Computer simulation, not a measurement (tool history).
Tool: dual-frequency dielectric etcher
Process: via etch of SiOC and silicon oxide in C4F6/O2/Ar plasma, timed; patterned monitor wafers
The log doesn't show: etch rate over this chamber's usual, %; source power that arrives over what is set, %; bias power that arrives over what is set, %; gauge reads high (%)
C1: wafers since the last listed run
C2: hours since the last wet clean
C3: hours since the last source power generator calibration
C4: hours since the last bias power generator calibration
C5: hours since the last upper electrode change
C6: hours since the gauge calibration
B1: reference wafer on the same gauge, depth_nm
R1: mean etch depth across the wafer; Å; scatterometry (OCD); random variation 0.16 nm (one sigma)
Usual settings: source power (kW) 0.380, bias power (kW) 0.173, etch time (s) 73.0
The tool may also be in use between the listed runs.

Run 1, hour 0.0: usual settings; C1 0; C2 619.3; C3 2445.6; C4 2386.6; C5 3415.4; C6 1680.6; B1 94.9. Result: R1 803 Å.
At hour 26.0: wet clean of the chamber.
Run 2, hour 88.8: usual settings; C1 673; C2 62.8; C3 2534.4; C4 2475.4; C5 3504.2; C6 1769.4; B1 94.9. Result: R1 801 Å.
Run 3, hour 164.1: usual settings but source power (kW) 0.300, etch time (s) 61.5; C1 782; C2 138.1; C3 2609.7; C4 2550.7; C5 3579.5; C6 1844.7; B1 94.9. Result: R1 621 Å.
Run 4, hour 262.2: usual settings but source power (kW) 0.300, etch time (s) 61.5; C1 1019; C2 236.2; C3 2707.8; C4 2648.8; C5 3677.6; C6 1942.8; B1 94.9. Result: R1 622 Å.
Run 5, hour 334.4: usual settings; C1 750; C2 308.4; C3 2780.0; C4 2721.0; C5 3749.8; C6 2015.0; B1 94.9. Result: R1 802 Å.
Run 6, hour 380.1: usual settings; C1 474; C2 354.1; C3 2825.7; C4 2766.7; C5 3795.5; C6 2060.7; B1 94.9. Result: R1 800 Å.
Run 7, hour 473.0: usual settings; C1 965; C2 447.0; C3 2918.6; C4 2859.6; C5 3888.4; C6 2153.6; B1 95.0. Result: R1 801 Å.
At hour 487.3: gauge calibrated.
Run 8, hour 553.5: usual settings but source power (kW) 0.450, etch time (s) 77.5; C1 836; C2 527.5; C3 2999.1; C4 2940.1; C5 3968.9; C6 66.2; B1 94.9. Result: R1 904 Å.
Run 9, hour 643.9: usual settings but source power (kW) 0.450, etch time (s) 77.5; C1 939; C2 617.9; C3 3089.5; C4 3030.5; C5 4059.3; C6 156.6; B1 94.9. Result: R1 904 Å.
At hour 686.0: upper electrode replaced.
At hour 686.1: wet clean of the chamber.
Run 10, hour 686.5: usual settings but source power (kW) 0.450, etch time (s) 77.5; C1 192; C2 0.4; C3 3132.1; C4 3073.1; C5 0.5; C6 199.2; B1 94.9. Result: R1 906 Å.
At hour 788.9: bias power generator calibrated.
Run 11, hour 941.0: usual settings but bias power (kW) 0.145, etch time (s) 88.0; C1 2602; C2 254.9; C3 3386.6; C4 152.1; C5 255.0; C6 453.7; B1 94.9. Result: R1 891 Å.
Run 12, hour 1021.8: usual settings but source power (kW) 0.350; C1 839; C2 335.7; C3 3467.4; C4 232.9; C5 335.8; C6 534.5; B1 94.9. Result: R1 779 Å.
Run 13, hour 1086.9: usual settings but source power (kW) 0.310; C1 676; C2 400.8; C3 3532.5; C4 298.0; C5 400.9; C6 599.6; B1 95.0. Result: R1 746 Å.
At hour 1136.7: source power generator calibrated.
Run 14, hour 1141.6: usual settings but source power (kW) 0.290, bias power (kW) 0.206; C1 526; C2 455.5; C3 4.9; C4 352.7; C5 455.6; C6 654.3; B1 94.9. Result: R1 786 Å.
Run 15, hour 1241.6: usual settings but bias power (kW) 0.205; C1 1038; C2 555.5; C3 104.9; C4 452.7; C5 555.6; C6 754.3; B1 94.9. Result: R1 866 Å.
At hour 1310.1: wet clean of the chamber.
Run 16, hour 1310.5: usual settings; C1 466; C2 0.4; C3 173.8; C4 521.6; C5 624.5; C6 823.2; B1 94.9. Result: R1 800 Å.
Run 17, hour 1353.8: usual settings; C1 449; C2 43.7; C3 217.1; C4 564.9; C5 667.8; C6 866.5; B1 94.9. Result: R1 803 Å.
Run 18, hour 1404.7: usual settings but etch time (s) 61.5; C1 528; C2 94.6; C3 268.0; C4 615.8; C5 718.7; C6 917.4; B1 94.9. Result: R1 675 Å.
Run 19, hour 1493.4: usual settings but source power (kW) 0.310, bias power (kW) 0.148, etch time (s) 88.5; C1 921; C2 183.3; C3 356.7; C4 704.5; C5 807.4; C6 1006.1; B1 94.9. Result: R1 840 Å.
Run 20, hour 1563.8: usual settings but bias power (kW) 0.132, etch time (s) 62.0; C1 731; C2 253.7; C3 427.1; C4 774.9; C5 877.8; C6 1076.5; B1 94.9. Result: R1 602 Å.
Run 21, hour 1630.5: usual settings but source power (kW) 0.440, bias power (kW) 0.143; C1 692; C2 320.4; C3 493.8; C4 841.6; C5 944.5; C6 1143.2; B1 94.9. Result: R1 773 Å.
Run 22, hour 1723.0: usual settings but bias power (kW) 0.162; C1 960; C2 412.9; C3 586.3; C4 934.1; C5 1037.0; C6 1235.7; B1 94.9. Result: R1 776 Å.
Run 23, hour 1819.5: usual settings but bias power (kW) 0.160; C1 1002; C2 509.4; C3 682.8; C4 1030.6; C5 1133.5; C6 1332.2; B1 94.9. Result: R1 772 Å.
At hour 1845.5: wet clean of the chamber.
Run 24, hour 1877.9: usual settings but source power (kW) 0.420, etch time (s) 90.0; C1 357; C2 32.4; C3 741.2; C4 1089.0; C5 1191.9; C6 1390.6; B1 94.9. Result: R1 1020 Å.
Run 25, hour 1961.7: usual settings but source power (kW) 0.440, bias power (kW) 0.198; C1 870; C2 116.2; C3 825.0; C4 1172.8; C5 1275.7; C6 1474.4; B1 94.9. Result: R1 896 Å.
Run 26, hour 2061.2: usual settings but source power (kW) 0.470, bias power (kW) 0.210, etch time (s) 93.5; C1 1033; C2 215.7; C3 924.5; C4 1272.3; C5 1375.2; C6 1573.9; B1 94.9. Result: R1 1208 Å.
Run 27, hour 2158.8: usual settings; C1 1013; C2 313.3; C3 1022.1; C4 1369.9; C5 1472.8; C6 1671.5; B1 95.0. Result: R1 799 Å.
Run 28, hour 2198.6: usual settings but source power (kW) 0.310, bias power (kW) 0.215, etch time (s) 87.5; C1 413; C2 353.1; C3 1061.9; C4 1409.7; C5 1512.6; C6 1711.3; B1 94.9. Result: R1 986 Å.
Run 29, hour 2285.4: usual settings but source power (kW) 0.420, etch time (s) 90.0; C1 901; C2 439.9; C3 1148.7; C4 1496.5; C5 1599.4; C6 1798.1; B1 94.9. Result: R1 1025 Å.

The tool's hidden state at each run:
etch rate over this chamber's usual, %: 0 in every run
source power that arrives over what is set, %: 0 in every run
bias power that arrives over what is set, %: 0 in every run
gauge reads high (%): 0 in every run
